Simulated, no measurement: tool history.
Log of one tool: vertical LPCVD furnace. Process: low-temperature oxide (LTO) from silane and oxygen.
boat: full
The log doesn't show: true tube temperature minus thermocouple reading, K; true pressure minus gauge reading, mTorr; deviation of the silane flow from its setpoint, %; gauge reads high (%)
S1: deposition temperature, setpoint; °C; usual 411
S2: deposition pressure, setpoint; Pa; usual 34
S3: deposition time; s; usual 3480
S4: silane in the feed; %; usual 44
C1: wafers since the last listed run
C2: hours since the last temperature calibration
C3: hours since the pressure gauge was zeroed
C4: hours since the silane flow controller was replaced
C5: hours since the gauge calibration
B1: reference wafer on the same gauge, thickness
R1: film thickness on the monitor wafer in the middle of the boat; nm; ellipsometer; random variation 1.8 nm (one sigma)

{"run": 1, "hour": 0.0, "S1": 411, "S2": 34, "S3": 3480, "S4": 44, "C1": 0, "C2": 3197.6, "C3": 1915.3, "C4": 4695.4, "C5": 114.6, "B1": 857.68, "R1": 819.92}
{"run": 2, "hour": 29.1, "S1": 411, "S2": 34, "S3": 3480, "S4": 44, "C1": 441, "C2": 3226.7, "C3": 1944.4, "C4": 4724.5, "C5": 143.7, "B1": 857.57, "R1": 816.93}
{"run": 3, "hour": 51.1, "S1": 411, "S2": 34, "S3": 3480, "S4": 44, "C1": 333, "C2": 3248.7, "C3": 1966.4, "C4": 4746.5, "C5": 165.7, "B1": 857.53, "R1": 820.46}
{"run": 4, "hour": 82.2, "S1": 411, "S2": 34, "S3": 3480, "S4": 44, "C1": 471, "C2": 3279.8, "C3": 1997.5, "C4": 4777.6, "C5": 196.8, "B1": 858.42, "R1": 820.42}
{"run": 5, "hour": 116.1, "S1": 411, "S2": 34, "S3": 3480, "S4": 44, "C1": 513, "C2": 3313.7, "C3": 2031.4, "C4": 4811.5, "C5": 230.7, "B1": 857.48, "R1": 819.32}
{"run": 6, "hour": 134.7, "S1": 411, "S2": 34, "S3": 4080, "S4": 44, "C1": 281, "C2": 3332.3, "C3": 2050, "C4": 4830.1, "C5": 249.3, "B1": 858.52, "R1": 961.74}
{"run": 7, "hour": 206.6, "S1": 411, "S2": 34, "S3": 4080, "S4": 44, "C1": 1089, "C2": 3404.2, "C3": 2121.9, "C4": 4902, "C5": 321.2, "B1": 858.56, "R1": 960.82}
{"hour": 256.4, "done": "silane flow controller replaced"}
{"run": 8, "hour": 256.9, "S1": 411, "S2": 34, "S3": 4170, "S4": 41, "C1": 398, "C2": 3454.5, "C3": 2172.2, "C4": 0.5, "C5": 371.5, "B1": 857.95, "R1": 911.16}
{"run": 9, "hour": 268.5, "S1": 409, "S2": 34, "S3": 3480, "S4": 44, "C1": 175, "C2": 3466.1, "C3": 2183.8, "C4": 12.1, "C5": 383.1, "B1": 858.05, "R1": 803.87}
{"hour": 305.6, "done": "pressure gauge zeroed"}
{"run": 10, "hour": 306.1, "S1": 409, "S2": 34, "S3": 3480, "S4": 44, "C1": 206, "C2": 3503.7, "C3": 0.5, "C4": 49.7, "C5": 420.7, "B1": 857.57, "R1": 772.28}
{"run": 11, "hour": 323.0, "S1": 411, "S2": 34, "S3": 3480, "S4": 36, "C1": 256, "C2": 3520.6, "C3": 17.4, "C4": 66.6, "C5": 437.6, "B1": 858.31, "R1": 628.4}
{"run": 12, "hour": 342.4, "S1": 411, "S2": 34, "S3": 3480, "S4": 44, "C1": 294, "C2": 3540, "C3": 36.8, "C4": 86, "C5": 457, "B1": 858.22, "R1": 791.51}
{"run": 13, "hour": 366.7, "S1": 411, "S2": 34, "S3": 3480, "S4": 44, "C1": 368, "C2": 3564.3, "C3": 61.1, "C4": 110.3, "C5": 481.3, "B1": 858.36, "R1": 789.88}
{"run": 14, "hour": 397.3, "S1": 421, "S2": 34, "S3": 3480, "S4": 44, "C1": 463, "C2": 3594.9, "C3": 91.7, "C4": 140.9, "C5": 511.9, "B1": 858.14, "R1": 873.94}
{"hour": 434.3, "done": "thermocouples replaced and temperature profile calibrated"}
{"run": 15, "hour": 434.8, "S1": 423, "S2": 34, "S3": 4080, "S4": 44, "C1": 204, "C2": 0.5, "C3": 129.2, "C4": 178.4, "C5": 549.4, "B1": 857.96, "R1": 1049.39}
{"run": 16, "hour": 448.4, "S1": 411, "S2": 41.3, "S3": 2730, "S4": 44, "C1": 206, "C2": 14.1, "C3": 142.8, "C4": 192, "C5": 563, "B1": 857.96, "R1": 756.69}
{"hour": 467.6, "done": "gauge calibrated"}
{"run": 17, "hour": 514.0, "S1": 422, "S2": 40.7, "S3": 2970, "S4": 41, "C1": 994, "C2": 79.7, "C3": 208.4, "C4": 257.6, "C5": 46.4, "B1": 859, "R1": 842.33}
{"run": 18, "hour": 536.9, "S1": 411, "S2": 38, "S3": 2910, "S4": 44, "C1": 347, "C2": 102.6, "C3": 231.3, "C4": 280.5, "C5": 69.3, "B1": 858.35, "R1": 742.3}
{"run": 19, "hour": 559.1, "S1": 411, "S2": 29.3, "S3": 2340, "S4": 44, "C1": 336, "C2": 124.8, "C3": 253.5, "C4": 302.7, "C5": 91.5, "B1": 857.75, "R1": 462.1}

Run 20 comes next. What will it give?
{"run": 20, "hour": 588.4, "S1": 415, "S2": 34, "S3": 3480, "S4": 44, "C1": 444, "C2": 154.1, "C3": 282.8, "C4": 332, "C5": 120.8, "B1": "?", "R1": "?"}

Run 20 gave B1 857.92, R1 825.11 nm.
Without the tool's hidden state the same run would have given R1 822.28 nm.
